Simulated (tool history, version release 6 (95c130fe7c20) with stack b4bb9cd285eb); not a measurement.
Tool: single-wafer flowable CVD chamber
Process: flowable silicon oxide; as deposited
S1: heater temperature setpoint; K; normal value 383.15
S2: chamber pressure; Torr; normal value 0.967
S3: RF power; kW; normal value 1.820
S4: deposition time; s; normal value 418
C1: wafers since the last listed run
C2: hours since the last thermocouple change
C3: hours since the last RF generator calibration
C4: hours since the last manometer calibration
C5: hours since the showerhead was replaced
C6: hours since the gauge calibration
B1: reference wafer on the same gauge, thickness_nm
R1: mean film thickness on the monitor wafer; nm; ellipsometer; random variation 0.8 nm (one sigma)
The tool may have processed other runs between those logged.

run,hour,S1,S2,S3,S4,C1,C2,C3,C4,C5,C6,B1,R1
1,0.0,383.15,0.967,1.820,418,0,1705.6,1130.8,1148.6,3927.2,166.5,225.850,192.053
2,25.6,383.15,0.967,1.820,418,99,1731.2,1156.4,1174.2,3952.8,192.1,225.727,191.104
3,61.0,383.15,0.967,1.705,418,137,1766.6,1191.8,1209.6,3988.2,227.5,226.056,187.765
4,76.5,383.15,0.967,1.705,418,60,1782.1,1207.3,1225.1,4003.7,243.0,226.175,186.922
5,89.1,383.15,0.967,1.585,418,49,1794.7,1219.9,1237.7,4016.3,255.6,226.148,180.291
6,116.0,383.15,0.967,1.585,418,104,1821.6,1246.8,1264.6,4043.2,282.5,226.031,180.193
7,134.3,383.15,0.967,1.585,418,71,1839.9,1265.1,1282.9,4061.5,300.8,225.938,180.414
8,155.9,383.15,1.120,1.820,418,84,1861.5,1286.7,1304.5,4083.1,322.4,225.853,221.450
9,173.0,383.15,1.120,1.820,418,66,1878.6,1303.8,1321.6,4100.2,339.5,225.548,220.727
10,191.1,383.15,1.120,1.820,418,70,1896.7,1321.9,1339.7,4118.3,357.6,226.045,221.438
11,220.2,383.15,0.967,1.820,418,113,1925.8,1351.0,1368.8,4147.4,386.7,225.909,190.634
# hour 241.5: capacitance manometer re-zeroed and calibrated
12,242.0,383.15,0.967,1.820,418,53,1947.6,1372.8,0.5,4169.2,408.5,225.964,190.924
# hour 248.6: gauge calibrated
13,253.0,383.15,1.132,1.820,418,42,1958.6,1383.8,11.5,4180.2,4.4,225.634,223.919
14,279.2,383.15,0.967,1.585,418,102,1984.8,1410.0,37.7,4206.4,30.6,226.155,181.324
15,295.3,376.15,0.769,2.120,439,62,2000.9,1426.1,53.8,4222.5,46.7,226.028,203.944
# hour 316.0: thermocouple changed; heater temperature recalibrated
16,336.4,395.15,0.731,1.970,452,128,20.4,1467.2,94.9,4263.6,87.8,226.073,129.519
# hour 357.7: RF generator calibrated
17,358.2,396.15,0.967,1.820,418,53,42.2,0.5,116.7,4285.4,109.6,225.984,150.613
18,377.6,383.15,0.967,1.945,471,75,61.6,19.9,136.1,4304.8,129.0,226.172,244.435
19,398.5,389.15,1.128,1.640,418,81,82.5,40.8,157.0,4325.7,149.9,225.989,199.676
20,418.8,383.15,0.967,1.705,418,79,102.8,61.1,177.3,4346.0,170.2,226.285,205.300
21,436.8,383.15,0.803,1.820,418,70,120.8,79.1,195.3,4364.0,188.2,226.199,174.362
22,484.0,370.15,0.967,1.820,384,183,168.0,126.3,242.5,4411.2,235.4,226.034,281.012
23,498.6,383.15,0.967,1.820,418,56,182.6,140.9,257.1,4425.8,250.0,226.178,208.016
# hour 509.5: showerhead replaced
24,532.2,383.15,0.967,1.820,418,99,216.2,174.5,290.7,22.7,283.6,225.555,206.884
25,546.3,376.15,0.967,1.485,418,54,230.3,188.6,304.8,36.8,297.7,226.037,230.898
26,606.8,378.15,0.835,1.595,418,235,290.8,249.1,365.3,97.3,358.2,226.189,193.956
27,623.4,383.15,0.967,1.710,463,64,307.4,265.7,381.9,113.9,374.8,226.289,221.600
28,648.6,375.15,1.173,1.820,373,98,332.6,290.9,407.1,139.1,400.0,226.304,277.084

How would selected steps in R1 from run to run divide? Give the signed amount a tool lacking its hidden state would still show from settings, what came in and random variation, and the signed amount left for the hidden state, including any gauge scatter that is not in both of the compared results.
The hidden state here: wafer temperature above the value expected at the setpoint (K); delivered RF power above the setpoint (%); true pressure above the setpoint (%); gauge reads high (%).
Run 13 -> 14: S2 1.132 -> 0.967, S3 1.820 -> 1.585. R1 -42.595 nm: hidden state +5.101, all else -47.696.
Run 15 -> 16: S1 376.15 -> 395.15, S2 0.769 -> 0.731, S3 2.120 -> 1.970, S4 439 -> 452, thermocouple changed; heater temperature recalibrated. R1 -74.425 nm: hidden state +25.830, all else -100.255.
Run 17 -> 18: S1 396.15 -> 383.15, S3 1.820 -> 1.945, S4 418 -> 471. R1 +93.822 nm: hidden state -1.892, all else +95.714.
Run 21 -> 22: S1 383.15 -> 370.15, S2 0.803 -> 0.967, S4 418 -> 384. R1 +106.650 nm: hidden state -4.691, all else +111.341.
